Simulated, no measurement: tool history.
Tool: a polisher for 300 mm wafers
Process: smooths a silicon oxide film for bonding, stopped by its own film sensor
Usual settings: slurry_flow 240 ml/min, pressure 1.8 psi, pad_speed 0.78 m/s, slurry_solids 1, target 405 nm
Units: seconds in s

| run | hour | slurry_flow | pressure | pad_speed | slurry_solids | target | incoming thickness of the incoming film, nm | seconds |
|---|---|---|---|---|---|---|---|---|
| 1 | 0 | 240 | 1.8 | 0.78 | 1 | 405 | 454 | 112.2 |
| 2 | 61.8 | 240 | 1.8 | 0.78 | 1 | 405 | 450.9 | 101 |
| 3 | 121.5 | 205 | 1.8 | 0.78 | 1 | 405 | 463.7 | 136.7 |
| 4 | 224.7 | 205 | 1.8 | 0.78 | 1 | 405 | 462.7 | 141.9 |
| 5 | 273.4 | 240 | 1.8 | 0.78 | 1 | 405 | 458 | 130.1 |
| 6 | 317.1 | 215 | 1.8 | 0.7 | 1 | 405 | 463.4 | 163.5 |
| 7 | 374.2 | 215 | 1.8 | 0.7 | 1 | 405 | 463.1 | 140.6 |
| 8 | 478.5 | 215 | 1.8 | 0.7 | 1 | 405 | 463 | 143 |
| 9 | 560.9 | 240 | 1.8 | 0.78 | 1 | 405 | 449.6 | 105 |
| 10 | 603 | 240 | 1.8 | 0.78 | 1 | 405 | 464.4 | 125.1 |
| 11 | 709.6 | 240 | 1.8 | 0.78 | 1 | 405 | 458 | 120.4 |
| 12 | 760.1 | 240 | 2.1 | 0.78 | 1.2 | 392 | 462.1 | 127.1 |
| 13 | 834.9 | 215 | 1.3 | 0.78 | 1 | 405 | 463.4 | 178.5 |
| 14 | 957 | 195 | 1.4 | 0.6 | 1 | 388 | 461.6 | 259.9 |
| 15 | 1046.2 | 240 | 2.3 | 0.6 | 1 | 405 | 467.2 | 135.8 |
| 16 | 1098.2 | 275 | 1.8 | 0.78 | 1 | 423 | 465.8 | 99.1 |
| 17 | 1167.1 | 240 | 2.4 | 0.66 | 1 | 405 | 460 | 101 |
| 18 | 1266.3 | 175 | 1.8 | 0.78 | 1 | 419 | 457.2 | 94.9 |
| 19 | 1345 | 300 | 2.2 | 0.78 | 1 | 410 | 454.4 | 77.7 |
| 20 | 1446 | 280 | 1.8 | 0.6 | 1 | 422 | 451.9 | 81.5 |
| 21 | 1510.3 | 240 | 1.5 | 1.04 | 1 | 391 | 457.3 | 151 |
| 22 | 1572.7 | 240 | 1.8 | 0.98 | 1 | 405 | 455.4 | 101.4 |
| 23 | 1626.8 | 240 | 1.8 | 0.58 | 1 | 405 | 455.4 | 154.6 |
| 24 | 1709.3 | 240 | 1.8 | 0.78 | 1 | 405 | 463.4 | 131.7 |
| 25 | 1773.6 | 240 | 1.3 | 0.52 | 1.25 | 394 | 459.9 | 247.2 |
| 26 | 1861.1 | 240 | 1.4 | 0.58 | 1 | 405 | 456.9 | 177.9 |
| 27 | 1924.9 | 240 | 1.8 | 0.78 | 1 | 405 | 453 | 108 |
| 28 | 1980 | 240 | 1.8 | 0.78 | 1 | 405 | 461.2 | 130.8 |
| 29 | 2069 | 240 | 1.8 | 0.78 | 1 | 405 | 459.4 | 126.2 |

Not shown: 16 entries that the log had between the listed runs. Between which runs, and how does the tool's hidden state differ before and after?
Between runs 1 and 2: worn pad replaced by a new one (hour 20.9)
  removal rate lost through wear of the pad, %: 11.3 -> 2.89; deviation of the head's pressure from its setpoint, %: -4.65 -> -6.08
  measured less the result without the state, seconds: +17.3 -> +8.9 s
Between runs 2 and 3: slurry nozzle cleaned (hour 111.6)
  removal rate lost through wear of the pad, %: 2.89 -> 5.34; deviation of the head's pressure from its setpoint, %: -6.08 -> -7.46
  measured less the result without the state, seconds: +8.9 -> +16.9 s
Between runs 5 and 6: slurry blender recalibrated (hour 308.3)
  removal rate lost through wear of the pad, %: 8.82 -> 9.37; deviation of the head's pressure from its setpoint, %: -11 -> -12
  measured less the result without the state, seconds: +24.5 -> +33.1 s
Between runs 6 and 7: head pressure recalibrated (hour 343.4)
  removal rate lost through wear of the pad, %: 9.37 -> 9.92; deviation of the head's pressure from its setpoint, %: -12 -> 0.0569
  measured less the result without the state, seconds: +33.1 -> +13.8 s
Between runs 9 and 10: worn pad replaced by a new one (hour 599.6)
  removal rate lost through wear of the pad, %: 10.8 -> 0.415; deviation of the head's pressure from its setpoint, %: -4.25 -> -5.22
  measured less the result without the state, seconds: +15.4 -> +7 s
Between runs 10 and 11: slurry nozzle cleaned (hour 668)
  removal rate lost through wear of the pad, %: 0.415 -> 5.22; deviation of the head's pressure from its setpoint, %: -5.22 -> -7.68
  measured less the result without the state, seconds: +7 -> +15 s
Between runs 12 and 13: slurry blender recalibrated (hour 785.6); head pressure recalibrated (hour 796)
  removal rate lost through wear of the pad, %: 6.64 -> 8.12; deviation of the head's pressure from its setpoint, %: -8.85 -> -0.564
  measured less the result without the state, seconds: +18.9 -> +15.4 s
Between runs 16 and 17: worn pad replaced by a new one (hour 1130.1)
  removal rate lost through wear of the pad, %: 10.3 -> 2.11; deviation of the head's pressure from its setpoint, %: -6.64 -> -8.23
  measured less the result without the state, seconds: +16.1 -> +10.3 s
Between runs 17 and 18: slurry nozzle cleaned (hour 1230.8)
  removal rate lost through wear of the pad, %: 2.11 -> 5.86; deviation of the head's pressure from its setpoint, %: -8.23 -> -10.5
  measured less the result without the state, seconds: +10.3 -> +14.9 s
Between runs 18 and 19: head pressure recalibrated (hour 1296.6)
  removal rate lost through wear of the pad, %: 5.86 -> 7.63; deviation of the head's pressure from its setpoint, %: -10.5 -> -1.56
  measured less the result without the state, seconds: +14.9 -> +7.1 s
Between runs 19 and 20: slurry blender recalibrated (hour 1377.3)
  removal rate lost through wear of the pad, %: 7.63 -> 9; deviation of the head's pressure from its setpoint, %: -1.56 -> -3.89
  measured less the result without the state, seconds: +7.1 -> +10.2 s
Between runs 23 and 24: slurry nozzle cleaned (hour 1681.3); worn pad replaced by a new one (hour 1703.4)
  removal rate lost through wear of the pad, %: 10.1 -> 0.575; deviation of the head's pressure from its setpoint, %: -8.07 -> -9.97
  measured less the result without the state, seconds: +26.8 -> +13.8 s
Between runs 25 and 26: head pressure recalibrated (hour 1826.4)
  removal rate lost through wear of the pad, %: 3.77 -> 6.59; deviation of the head's pressure from its setpoint, %: -11.5 -> -0.718
  measured less the result without the state, seconds: +36.5 -> +12.9 s
Between runs 27 and 28: slurry blender recalibrated (hour 1965.4)
  removal rate lost through wear of the pad, %: 7.91 -> 8.72; deviation of the head's pressure from its setpoint, %: -2.19 -> -3.46
  measured less the result without the state, seconds: +10.8 -> +15.6 s
